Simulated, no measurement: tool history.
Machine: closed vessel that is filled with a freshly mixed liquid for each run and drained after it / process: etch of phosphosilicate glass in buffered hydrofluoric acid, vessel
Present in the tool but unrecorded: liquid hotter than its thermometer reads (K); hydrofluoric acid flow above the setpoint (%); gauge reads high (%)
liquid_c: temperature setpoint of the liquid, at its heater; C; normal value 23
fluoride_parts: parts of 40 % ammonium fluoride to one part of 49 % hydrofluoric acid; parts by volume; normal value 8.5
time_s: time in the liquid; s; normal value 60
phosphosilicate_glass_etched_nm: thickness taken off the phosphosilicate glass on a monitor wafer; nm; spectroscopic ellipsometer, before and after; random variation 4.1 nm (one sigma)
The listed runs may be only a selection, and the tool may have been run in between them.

run,hour,liquid_c,fluoride_parts,time_s,wafers since the last listed run,hours since the thermometer was replaced,hours since the hydrofluoric acid flow meter was replaced,hours since the gauge calibration,"read-back film thickness of the phosphosilicate glass reference wafer, read on the same gauge (nm)",phosphosilicate_glass_etched_nm
1,0,23,8.5,60,0,2205.7,1576.8,127.6,30,515.28
2,12.4,23,8.5,60,1544,2218.1,1589.2,140,30,510.61
# hour 23.5: gauge calibrated
3,30.4,23,8.5,60,2242,2236.1,1607.2,6.9,29.98,515.89
4,45.6,20.5,8.5,60,1893,2251.3,1622.4,22.1,30.04,453.22
5,54.1,23,7,60,1059,2259.8,1630.9,30.6,30.01,644.61
6,63.2,23,11,60,1133,2268.9,1640,39.7,29.98,411.85
7,71.1,23,11,60,984,2276.8,1647.9,47.6,29.96,412.92
8,88.3,23,8.5,60,2142,2294,1665.1,64.8,30.01,518.62
9,101.4,23,8.5,60,1632,2307.1,1678.2,77.9,29.99,518.35
10,107.6,23,8.5,60,772,2313.3,1684.4,84.1,29.99,525.28
11,115.8,23,8.5,60,1021,2321.5,1692.6,92.3,30,512.91
# hour 127.6: thermometer replaced
# hour 137.6: hydrofluoric acid flow meter replaced
12,148.8,25.5,10,60,3862,21.2,11.2,125.3,30.01,514.11
13,158.1,23,8.5,60,1158,30.5,20.5,134.6,30.01,522.72
14,168.6,23,8.5,60,1308,41,31,145.1,29.96,518.18
15,204.8,26,7,45,4510,77.2,67.2,181.3,29.99,562.53
16,213.9,25,8.5,35,1133,86.3,76.3,190.4,29.98,338.95
# hour 216.1: gauge calibrated
17,226.7,23,8.5,60,1594,99.1,89.1,10.6,30.02,523.95
18,242.8,23,5,60,2005,115.2,105.2,26.7,30,853.33
19,258.1,18,12,30,1906,130.5,120.5,42,29.98,145.37
20,267.2,24.5,10.5,60,1133,139.6,129.6,51.1,30.01,473.5
21,273.4,23,9.5,60,772,145.8,135.8,57.3,29.99,471.71
22,284.5,24.5,6.5,45,1382,156.9,146.9,68.4,30,559.17
23,301.2,26,6,45,2080,173.6,163.6,85.1,29.99,645.86
24,309.1,23,8.5,60,984,181.5,171.5,93,30,516.64
25,317.7,19,5.5,35,1071,190.1,180.1,101.6,29.99,366.98

What if the next run were any one of these 4? Each begins from the tool's condition after run 25:
A,318.4,23,8.5,60,87,190.8,180.8,102.3,?,?
B,318.4,23,5.5,45,87,190.8,180.8,102.3,?,?
C,318.4,23,8.5,40,87,190.8,180.8,102.3,?,?
D,318.4,23,11,90,87,190.8,180.8,102.3,?,?

run,"read-back film thickness of the phosphosilicate glass reference wafer, read on the same gauge (nm)",phosphosilicate_glass_etched_nm
A,29.99,516.9
B,29.99,588.44
C,29.99,344.6
D,29.99,621.51
With the hidden condition removed and each run's random variation left untouched, the same runs would have given:
run,phosphosilicate_glass_etched_nm
A,516.9
B,588.44
C,344.6
D,621.51
